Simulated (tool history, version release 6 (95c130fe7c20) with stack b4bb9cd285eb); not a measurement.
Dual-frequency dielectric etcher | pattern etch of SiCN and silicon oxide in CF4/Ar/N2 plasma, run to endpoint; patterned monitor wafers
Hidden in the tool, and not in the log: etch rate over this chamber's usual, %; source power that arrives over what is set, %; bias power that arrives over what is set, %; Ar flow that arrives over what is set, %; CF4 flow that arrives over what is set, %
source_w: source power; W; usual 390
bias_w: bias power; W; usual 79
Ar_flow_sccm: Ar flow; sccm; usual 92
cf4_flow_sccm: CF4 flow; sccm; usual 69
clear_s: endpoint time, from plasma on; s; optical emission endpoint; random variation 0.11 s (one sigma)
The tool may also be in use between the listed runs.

run,day,source_w,bias_w,Ar_flow_sccm,cf4_flow_sccm,wafers since the last listed run,hours since the last wet clean,hours since the last source power generator calibration,hours since the last bias power generator calibration,hours since the last Ar flow controller change,hours since the last CF4 flow controller change,hours since the last upper electrode change,"incoming incoming film thickness, nm",clear_s
1,0,450,90,92,69,0,461.1,4624.4,3450.4,37.8,1488.8,3654.6,16.21,17.9
# day 3.279: wet clean of the chamber
2,3.408,390,79,92,69,839,3.1,4706.2,3532.2,119.6,1570.6,3736.4,16.38,21.4
3,5.842,390,79,92,56,848,61.5,4764.6,3590.6,178,1629,3794.8,16.23,21.3
# day 6.462: source power generator calibrated
4,8.25,390,79,92,56,781,119.3,42.9,3648.4,235.8,1686.8,3852.6,16.45,21
5,12.158,390,79,92,56,1363,213.1,136.7,3742.2,329.6,1780.6,3946.4,16.18,20.8
6,15.238,390,91,77,69,1073,287,210.6,3816.1,403.5,1854.5,4020.3,16.2,18.4
7,18.95,390,79,92,69,1294,376.1,299.7,3905.2,492.6,1943.6,4109.4,16.27,20.3
8,20.762,390,79,79,83,632,419.6,343.2,3948.7,536.1,1987.1,4152.9,16.22,19.5
9,22.896,330,92,92,74,744,470.8,394.4,3999.9,587.3,2038.3,4204.1,16.23,22
10,25.988,470,79,92,69,1078,545,468.6,4074.1,661.5,2112.5,4278.3,16.35,17.7
# day 27.946: wet clean of the chamber
11,27.967,390,79,92,54,341,0.5,516.1,4121.6,709,2160,4325.8,16.36,21.3
12,30.517,390,79,99,52,889,61.7,577.3,4182.8,770.2,2221.2,4387,16.23,21.6
# day 31.046: bias power generator calibrated
13,34.288,310,68,84,69,1257,152.2,667.8,77.8,860.7,2311.7,4477.5,16.16,25.1
# day 36.267: CF4 flow controller replaced
14,37.279,390,79,92,69,956,224,739.6,149.6,932.5,24.3,4549.3,16.12,20.3
15,40.508,390,79,98,69,1126,301.5,817.1,227.1,1010,101.8,4626.8,16.2,20.9
# day 47.629: upper electrode replaced
# day 49.775: wet clean of the chamber
16,49.796,390,79,79,83,2541,0.5,1040,450,1232.9,324.7,52,16.14,19.4
17,51.596,330,79,92,69,627,43.7,1083.2,493.2,1276.1,367.9,95.2,16.2,23.7
18,53.879,460,94,72,64,796,98.5,1138,548,1330.9,422.7,150,16.29,16.1
19,58.017,340,97,92,82,1443,197.8,1237.3,647.3,1430.2,522,249.3,16.15,21
20,60.146,480,71,92,69,742,248.9,1288.4,698.4,1481.3,573.1,300.4,16.16,17.8
21,64.562,390,79,92,56,1540,354.9,1394.4,804.4,1587.3,679.1,406.4,16.12,21.1
22,67.146,440,63,75,56,900,416.9,1456.4,866.4,1649.3,741.1,468.4,16.29,19.6
23,69.267,390,79,92,56,739,467.8,1507.3,917.3,1700.2,792,519.3,16.39,21.5
# day 72.658: wet clean of the chamber
24,73.725,390,79,92,69,1206,25.6,1614.3,1024.3,1807.2,899,626.3,16.08,20.5

Some steps in clear_s between neighbouring runs. How much of each would the tool show without its hidden state too (settings, what came in, random variation), and how much is left for the hidden state, with any gauge scatter that isn't in both results?
Run 3 -> 4: source power generator calibrated. clear_s -0.3 s: hidden state -0.9, all else +0.6.
Run 4 -> 5: no setting changed, nothing entered. clear_s -0.2 s: hidden state +0.2, all else -0.4.
Run 17 -> 18: source_w 330 -> 460, bias_w 79 -> 94, Ar_flow_sccm 92 -> 72, cf4_flow_sccm 69 -> 64. clear_s -7.6 s: hidden state -0.1, all else -7.5.
Run 18 -> 19: source_w 460 -> 340, bias_w 94 -> 97, Ar_flow_sccm 72 -> 92, cf4_flow_sccm 64 -> 82. clear_s +4.9 s: hidden state +0.1, all else +4.8.
